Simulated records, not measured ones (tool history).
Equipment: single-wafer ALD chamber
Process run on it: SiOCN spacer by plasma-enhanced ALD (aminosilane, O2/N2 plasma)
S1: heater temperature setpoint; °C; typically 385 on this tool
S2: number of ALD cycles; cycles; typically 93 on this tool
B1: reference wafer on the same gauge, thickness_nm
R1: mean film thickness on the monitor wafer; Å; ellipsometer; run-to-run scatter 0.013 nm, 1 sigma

{"run": 1, "hour": 0.0, "S1": 385, "S2": 93, "B1": 4.981, "R1": 52.26}
{"run": 2, "hour": 80.6, "S1": 385, "S2": 93, "B1": 4.982, "R1": 52.32}
{"run": 3, "hour": 170.2, "S1": 385, "S2": 84, "B1": 4.978, "R1": 47.39}
{"run": 4, "hour": 252.3, "S1": 385, "S2": 84, "B1": 4.983, "R1": 47.26}
{"run": 5, "hour": 307.8, "S1": 385, "S2": 84, "B1": 4.982, "R1": 47.34}
{"run": 6, "hour": 354.5, "S1": 377, "S2": 86, "B1": 4.98, "R1": 48.52}
{"run": 7, "hour": 456.5, "S1": 385, "S2": 93, "B1": 4.979, "R1": 52.52}
{"run": 8, "hour": 550.6, "S1": 385, "S2": 93, "B1": 4.982, "R1": 52.2}
{"run": 9, "hour": 652.8, "S1": 385, "S2": 93, "B1": 4.98, "R1": 52.44}
{"run": 10, "hour": 694.6, "S1": 392, "S2": 93, "B1": 4.981, "R1": 52.47}
{"run": 11, "hour": 781.2, "S1": 385, "S2": 93, "B1": 4.979, "R1": 52.31}
{"run": 12, "hour": 838.0, "S1": 385, "S2": 93, "B1": 4.981, "R1": 52.67}
{"run": 13, "hour": 945.4, "S1": 385, "S2": 93, "B1": 4.977, "R1": 52.44}
{"run": 14, "hour": 1039.1, "S1": 385, "S2": 93, "B1": 4.98, "R1": 52.44}
{"run": 15, "hour": 1138.6, "S1": 389, "S2": 93, "B1": 4.98, "R1": 52.58}
{"run": 16, "hour": 1202.7, "S1": 385, "S2": 93, "B1": 4.98, "R1": 52.51}
{"run": 17, "hour": 1304.3, "S1": 385, "S2": 93, "B1": 4.979, "R1": 52.41}
{"run": 18, "hour": 1403.2, "S1": 385, "S2": 93, "B1": 4.982, "R1": 52.36}
{"run": 19, "hour": 1456.5, "S1": 385, "S2": 93, "B1": 4.979, "R1": 52.27}
{"run": 20, "hour": 1583.9, "S1": 385, "S2": 93, "B1": 4.98, "R1": 52.34}
{"run": 21, "hour": 1648.2, "S1": 385, "S2": 93, "B1": 4.979, "R1": 52.31}
{"run": 22, "hour": 1695.6, "S1": 385, "S2": 107, "B1": 4.982, "R1": 60.33}
{"run": 23, "hour": 1744.2, "S1": 392, "S2": 102, "B1": 4.981, "R1": 57.72}
{"run": 24, "hour": 1846.8, "S1": 380, "S2": 103, "B1": 4.981, "R1": 58.21}
{"run": 25, "hour": 1901.9, "S1": 376, "S2": 75, "B1": 4.978, "R1": 42.09}
{"run": 26, "hour": 1938.8, "S1": 385, "S2": 93, "B1": 4.98, "R1": 52.47}
{"run": 27, "hour": 2017.7, "S1": 375, "S2": 76, "B1": 4.979, "R1": 43.01}
{"run": 28, "hour": 2077.7, "S1": 399, "S2": 106, "B1": 4.98, "R1": 59.62}
{"run": 29, "hour": 2167.1, "S1": 376, "S2": 83, "B1": 4.981, "R1": 46.68}
{"run": 30, "hour": 2259.1, "S1": 385, "S2": 93, "B1": 4.981, "R1": 52.37}
{"run": 31, "hour": 2460.9, "S1": 381, "S2": 83, "B1": 4.98, "R1": 46.9}
{"run": 32, "hour": 2539.4, "S1": 385, "S2": 93, "B1": 4.979, "R1": 52.36}
{"run": 33, "hour": 2590.3, "S1": 385, "S2": 93, "B1": 4.98, "R1": 52.39}
{"run": 34, "hour": 2653.1, "S1": 385, "S2": 93, "B1": 4.982, "R1": 52.42}
{"run": 35, "hour": 2712.4, "S1": 381, "S2": 93, "B1": 4.98, "R1": 52.43}
{"run": 36, "hour": 2808.6, "S1": 377, "S2": 84, "B1": 4.978, "R1": 47.1}
{"run": 37, "hour": 2887.3, "S1": 373, "S2": 101, "B1": 4.982, "R1": 57.15}
{"run": 38, "hour": 2941.6, "S1": 389, "S2": 100, "B1": 4.978, "R1": 56.28}
{"run": 39, "hour": 3038.3, "S1": 395, "S2": 108, "B1": 4.981, "R1": 60.98}
{"run": 40, "hour": 3101.6, "S1": 377, "S2": 86, "B1": 4.979, "R1": 48.42}
{"run": 41, "hour": 3173.3, "S1": 385, "S2": 93, "B1": 4.983, "R1": 52.33}
{"run": 42, "hour": 3276.6, "S1": 377, "S2": 75, "B1": 4.98, "R1": 42.0}
{"run": 43, "hour": 3342.1, "S1": 372, "S2": 93, "B1": 4.977, "R1": 52.6}
{"run": 44, "hour": 3382.2, "S1": 395, "S2": 93, "B1": 4.981, "R1": 52.42}
{"run": 45, "hour": 3468.1, "S1": 385, "S2": 85, "B1": 4.981, "R1": 48.04}

Not shown here: 3 entries made in the log between runs. Locate each between two listed runs and compare the hidden state at the listed run before it with the hidden state at the listed run after it:
From run 8 to run 9: thermocouple changed; heater temperature recalibrated (hour 652.3)
  no hidden state differs between the two runs
From run 17 to run 18: gauge calibrated (hour 1329.4)
  no hidden state differs between the two runs
From run 30 to run 31: thermocouple changed; heater temperature recalibrated (hour 2361.5)
  no hidden state differs between the two runs
